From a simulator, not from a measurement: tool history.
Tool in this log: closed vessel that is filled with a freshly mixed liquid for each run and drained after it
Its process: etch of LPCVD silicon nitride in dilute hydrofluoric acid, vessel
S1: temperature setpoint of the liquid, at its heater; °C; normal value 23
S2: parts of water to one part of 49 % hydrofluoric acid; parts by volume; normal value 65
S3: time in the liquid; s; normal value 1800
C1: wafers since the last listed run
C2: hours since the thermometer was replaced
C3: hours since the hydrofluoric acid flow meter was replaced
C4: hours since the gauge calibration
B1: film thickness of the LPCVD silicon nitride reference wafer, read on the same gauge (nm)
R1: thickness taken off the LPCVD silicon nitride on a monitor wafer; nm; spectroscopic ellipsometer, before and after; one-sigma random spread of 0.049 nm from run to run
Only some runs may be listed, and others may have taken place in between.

run	hour	S1	S2	S3	C1	C2	C3	C4	B1	R1
1	0	19.5	65	1385	0	3087	852.4	171.4	90.04	8.27
2	16.9	19.5	65	1385	530	3103.9	869.3	188.3	90.02	8.29
3	39.5	23	65	1800	709	3126.5	891.9	210.9	89.99	13.66
4	57.2	23	65	1800	555	3144.2	909.6	228.6	89.97	13.75
5	92.3	23	65	1800	1101	3179.3	944.7	263.7	89.97	13.94
6	185.4	24.5	65	1800	2921	3272.4	1037.8	356.8	90.01	15.54
7	215.9	24.5	65	1800	957	3302.9	1068.3	387.3	90	15.5
# hour 220.3: thermometer replaced
8	242.6	20	95	2275	806	22.3	1095	414	89.97	8.15
# hour 264: gauge calibrated
9	271	27.5	65	2365	891	50.7	1123.4	7	89.99	20.4
# hour 281.5: hydrofluoric acid flow meter replaced
10	299.5	20.5	65	2840	862	79.2	18	35.5	90	14.42
11	327	23	65	1800	862	106.7	45.5	63	89.99	10.76
12	352.8	23	65	2485	809	132.5	71.3	88.8	90	15.09
13	381.9	23	45	2730	913	161.6	100.4	117.9	90.02	23.91
14	406.6	23	65	1800	775	186.3	125.1	142.6	90.03	10.88

For each run, what was the tool's unlogged condition?
gauge reads high (%): 0 in every run
H1: liquid hotter than its thermometer reads (K)
H2: hydrofluoric acid flow above the setpoint (%)
run	H1	H2
1	3.08	5.69
2	3.1	5.8
3	3.12	5.95
4	3.13	6.07
5	3.16	6.3
6	3.24	6.91
7	3.27	7.11
8	0.218	7.29
9	0.243	7.47
10	0.267	0.969
11	0.291	1.15
12	0.313	1.32
13	0.338	1.51
14	0.36	1.67
